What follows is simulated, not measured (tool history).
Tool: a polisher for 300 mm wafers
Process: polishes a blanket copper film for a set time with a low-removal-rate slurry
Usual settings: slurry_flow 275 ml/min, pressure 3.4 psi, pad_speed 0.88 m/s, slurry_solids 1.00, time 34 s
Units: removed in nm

run,hour,slurry_flow,pressure,pad_speed,slurry_solids,time,"incoming thickness of the incoming film, nm",removed
1,0.0,275,3.4,0.88,1.00,34,1555.2,81.5
2,30.2,275,3.4,0.88,1.00,34,1539.4,80.5
# hour 61.1: slurry blender recalibrated
3,62.2,275,2.9,0.88,1.00,34,1531.5,69.3
# hour 86.0: worn pad replaced by a new one
4,86.5,275,2.9,0.88,1.00,34,1528.9,69.1
5,118.6,275,2.9,0.88,1.00,34,1510.7,68.2
# hour 130.2: head pressure recalibrated
# hour 135.4: slurry nozzle cleaned
6,135.9,335,3.4,0.88,1.00,39,1536.7,100.0
# hour 168.2: worn pad replaced by a new one
7,170.9,335,3.4,0.88,1.00,39,1536.2,98.8
8,188.2,190,4.6,0.88,1.00,43,1515.8,135.1
9,207.3,275,4.3,0.88,0.80,34,1528.6,97.9
10,234.5,350,3.4,0.88,1.00,29,1520.9,75.1
# hour 261.6: slurry blender recalibrated
# hour 265.4: worn pad replaced by a new one
11,268.8,275,3.4,0.88,1.00,34,1533.2,85.9
12,298.0,275,3.4,0.88,1.00,34,1529.4,85.0
13,314.4,340,3.4,0.88,1.00,34,1543.0,86.0
14,328.8,275,2.5,1.14,1.00,42,1553.0,103.4
# hour 348.2: worn pad replaced by a new one
15,390.2,275,3.4,1.00,0.75,43,1503.4,107.1

The same runs without the tool's hidden state, with the same run-to-run variation:
The hidden state here: removal rate lost through wear of the pad, %; slurry flow missing at the pad, %; deviation of the head's pressure from its setpoint, %; abrasive missing from the slurry, %.
run,removed
1,87.5
2,86.9
3,75.3
4,75.5
5,75.0
6,100.1
7,99.1
8,136.1
9,98.5
10,75.6
11,86.8
12,86.1
13,87.0
14,105.0
15,109.4
